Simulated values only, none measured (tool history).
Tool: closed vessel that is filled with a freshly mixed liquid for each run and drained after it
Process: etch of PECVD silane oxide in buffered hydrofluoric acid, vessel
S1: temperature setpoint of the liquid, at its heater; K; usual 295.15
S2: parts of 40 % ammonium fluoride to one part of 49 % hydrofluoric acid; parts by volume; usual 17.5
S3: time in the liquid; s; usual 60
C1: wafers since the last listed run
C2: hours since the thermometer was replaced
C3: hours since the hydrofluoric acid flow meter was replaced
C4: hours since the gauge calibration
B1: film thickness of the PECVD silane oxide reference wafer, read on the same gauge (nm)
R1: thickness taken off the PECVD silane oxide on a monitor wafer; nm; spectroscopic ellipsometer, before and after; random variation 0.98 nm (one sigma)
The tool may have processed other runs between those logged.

| run | hour | S1 | S2 | S3 | C1 | C2 | C3 | C4 | B1 | R1 |
|---|---|---|---|---|---|---|---|---|---|---|
| 1 | 0 | 295.15 | 12 | 60 | 0 | 2057.3 | 1152.6 | 772.5 | 150 | 145.35 |
| 2 | 91 | 295.15 | 12 | 60 | 9149 | 2148.3 | 1243.6 | 863.5 | 149.98 | 142.07 |
| 3 | 229.5 | 295.15 | 17.5 | 60 | 13925 | 2286.8 | 1382.1 | 1002 | 149.98 | 97.18 |
| 4 | 313.6 | 295.15 | 17.5 | 60 | 8456 | 2370.9 | 1466.2 | 1086.1 | 150 | 97.21 |
| 5 | 409.6 | 295.15 | 17.5 | 60 | 9652 | 2466.9 | 1562.2 | 1182.1 | 150 | 97 |
| 6 | 486.1 | 295.15 | 17.5 | 60 | 7691 | 2543.4 | 1638.7 | 1258.6 | 150 | 97.14 |
|  | 566.2 | thermometer replaced |
| 7 | 573.1 | 295.15 | 17.5 | 60 | 8647 | 6.9 | 1725.7 | 1345.6 | 150 | 109.54 |
|  | 616.6 | gauge calibrated |
| 8 | 640.6 | 295.15 | 17.5 | 60 | 6786 | 74.4 | 1793.2 | 24 | 150.02 | 108.16 |
| 9 | 737.4 | 295.15 | 17.5 | 60 | 9732 | 171.2 | 1890 | 120.8 | 150 | 108.47 |
| 10 | 840 | 295.15 | 17.5 | 60 | 10316 | 273.8 | 1992.6 | 223.4 | 150.01 | 106.16 |
| 11 | 915.1 | 295.15 | 17.5 | 60 | 7551 | 348.9 | 2067.7 | 298.5 | 150 | 108.73 |
|  | 982.6 | hydrofluoric acid flow meter replaced |
| 12 | 983.1 | 295.15 | 17.5 | 60 | 6736 | 416.9 | 0.5 | 366.5 | 150 | 104.84 |
| 13 | 1028.6 | 297.15 | 17.5 | 40 | 4574 | 462.4 | 46 | 412 | 150.01 | 79.63 |
| 14 | 1100.5 | 299.65 | 15.5 | 35 | 7229 | 534.3 | 117.9 | 483.9 | 150.03 | 89.88 |
| 15 | 1194.9 | 295.15 | 17.5 | 60 | 9491 | 628.7 | 212.3 | 578.3 | 150.01 | 106.69 |
| 16 | 1256.9 | 290.65 | 14 | 40 | 6233 | 690.7 | 274.3 | 640.3 | 150 | 67.09 |
| 17 | 1342 | 298.15 | 22.5 | 80 | 8556 | 775.8 | 359.4 | 725.4 | 150.02 | 134.59 |
| 18 | 1443.8 | 290.65 | 15 | 95 | 10235 | 877.6 | 461.2 | 827.2 | 150 | 150.35 |
| 19 | 1482.9 | 295.15 | 17.5 | 60 | 3931 | 916.7 | 500.3 | 866.3 | 150.02 | 104.24 |
| 20 | 1552.8 | 295.15 | 17.5 | 60 | 7028 | 986.6 | 570.2 | 936.2 | 149.99 | 103.87 |
| 21 | 1637.3 | 295.15 | 11.5 | 95 | 8496 | 1071.1 | 654.7 | 1020.7 | 150 | 246.24 |
| 22 | 1742.1 | 295.15 | 17.5 | 60 | 10537 | 1175.9 | 759.5 | 1125.5 | 150 | 102.13 |
| 23 | 1803.9 | 295.15 | 24 | 75 | 6213 | 1237.7 | 821.3 | 1187.3 | 150.02 | 98.99 |
| 24 | 1858.3 | 291.65 | 24.5 | 60 | 5469 | 1292.1 | 875.7 | 1241.7 | 150.01 | 63.97 |

Consider 5 possible next runs. They are alternatives, not a sequence: every one starts from the tool as it was left by run 24. What does each give?
| A | 1859 | 295.15 | 17.5 | 60 | 70 | 1292.8 | 876.4 | 1242.4 | ? | ? |
| B | 1859 | 295.15 | 14 | 40 | 70 | 1292.8 | 876.4 | 1242.4 | ? | ? |
| C | 1859 | 292.65 | 17.5 | 60 | 70 | 1292.8 | 876.4 | 1242.4 | ? | ? |
| D | 1859 | 298.65 | 22 | 45 | 70 | 1292.8 | 876.4 | 1242.4 | ? | ? |
| E | 1859 | 295.15 | 11.5 | 60 | 70 | 1292.8 | 876.4 | 1242.4 | ? | ? |

| run | B1 | R1 |
|---|---|---|
| A | 150.01 | 102.34 |
| B | 150.01 | 84.99 |
| C | 150.01 | 88.9 |
| D | 150.01 | 76.46 |
| E | 150.01 | 154.57 |
Without the tool's hidden state the same runs would have given:
| run | R1 |
|---|---|
| A | 110.2 |
| B | 91.51 |
| C | 95.84 |
| D | 82.21 |
| E | 166.42 |

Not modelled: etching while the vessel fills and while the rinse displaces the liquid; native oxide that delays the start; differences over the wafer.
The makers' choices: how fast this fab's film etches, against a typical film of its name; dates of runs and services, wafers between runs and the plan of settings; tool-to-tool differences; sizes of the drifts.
